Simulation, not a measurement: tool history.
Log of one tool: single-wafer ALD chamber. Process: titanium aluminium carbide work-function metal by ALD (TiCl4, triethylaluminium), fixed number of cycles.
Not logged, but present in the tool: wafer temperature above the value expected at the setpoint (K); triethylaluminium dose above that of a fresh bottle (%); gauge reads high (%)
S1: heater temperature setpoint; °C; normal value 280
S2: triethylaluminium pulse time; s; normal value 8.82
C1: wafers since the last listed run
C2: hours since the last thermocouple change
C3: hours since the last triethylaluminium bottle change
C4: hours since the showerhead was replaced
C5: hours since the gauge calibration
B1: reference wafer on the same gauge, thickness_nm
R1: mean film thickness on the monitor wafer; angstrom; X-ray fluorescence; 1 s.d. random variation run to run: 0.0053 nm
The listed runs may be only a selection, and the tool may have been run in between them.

run	hour	S1	S2	C1	C2	C3	C4	C5	B1	R1
1	0	274	8.82	0	862.2	1153	6437.1	138.4	1.67	14.32
2	67.9	274	8.82	453	930.1	1220.9	6505	206.3	1.671	14.22
3	120.9	274	8.82	353	983.1	1273.9	6558	259.3	1.671	14.32
4	170.8	280	10.34	333	1033	1323.8	6607.9	309.2	1.669	15.13
5	213.3	280	10.34	283	1075.5	1366.3	6650.4	351.7	1.672	15.11
6	275.8	280	10.34	417	1138	1428.8	6712.9	414.2	1.672	15.07
# hour 321.8: showerhead replaced
7	340.8	280	6.7	380	1203	1493.8	19	479.2	1.67	13.97
8	380	280	6.99	261	1242.2	1533	58.2	518.4	1.671	14.06
9	408.9	280	6.99	192	1271.1	1561.9	87.1	547.3	1.67	14.08
# hour 416.2: gauge calibrated
10	442.6	273	7.28	224	1304.8	1595.6	120.8	26.4	1.67	13.67
11	491.7	294	6.52	327	1353.9	1644.7	169.9	75.5	1.67	14.86
12	542.7	280	8.82	340	1404.9	1695.7	220.9	126.5	1.67	14.71
# hour 565.7: thermocouple changed; heater temperature recalibrated
13	591	285	7.05	268	25.3	1744	269.2	174.8	1.67	14.46
# hour 615.3: triethylaluminium bottle replaced
14	686.2	291	11.31	581	120.5	70.9	364.4	270	1.668	16.52
15	713.7	288	8.82	183	148	98.4	391.9	297.5	1.67	15.89
16	739.9	280	8.82	174	174.2	124.6	418.1	323.7	1.671	15.28
17	873.2	280	8.82	889	307.5	257.9	551.4	457	1.669	15.18
18	943.3	271	8.82	467	377.6	328	621.5	527.1	1.671	14.44

Below are 3 alternative next runs, each starting from the tool's condition after run 18. Predict each:
A	943.7	280	10.32	2	378	328.4	621.9	527.5	?	?
B	943.7	274	5.62	2	378	328.4	621.9	527.5	?	?
C	943.7	268	10.77	2	378	328.4	621.9	527.5	?	?

run	B1	R1
A	1.671	15.47
B	1.671	13.64
C	1.671	14.55
Take away the tool's hidden state, keep each run's random variation, and the runs would have read:
run	R1
A	15.66
B	14.01
C	14.72

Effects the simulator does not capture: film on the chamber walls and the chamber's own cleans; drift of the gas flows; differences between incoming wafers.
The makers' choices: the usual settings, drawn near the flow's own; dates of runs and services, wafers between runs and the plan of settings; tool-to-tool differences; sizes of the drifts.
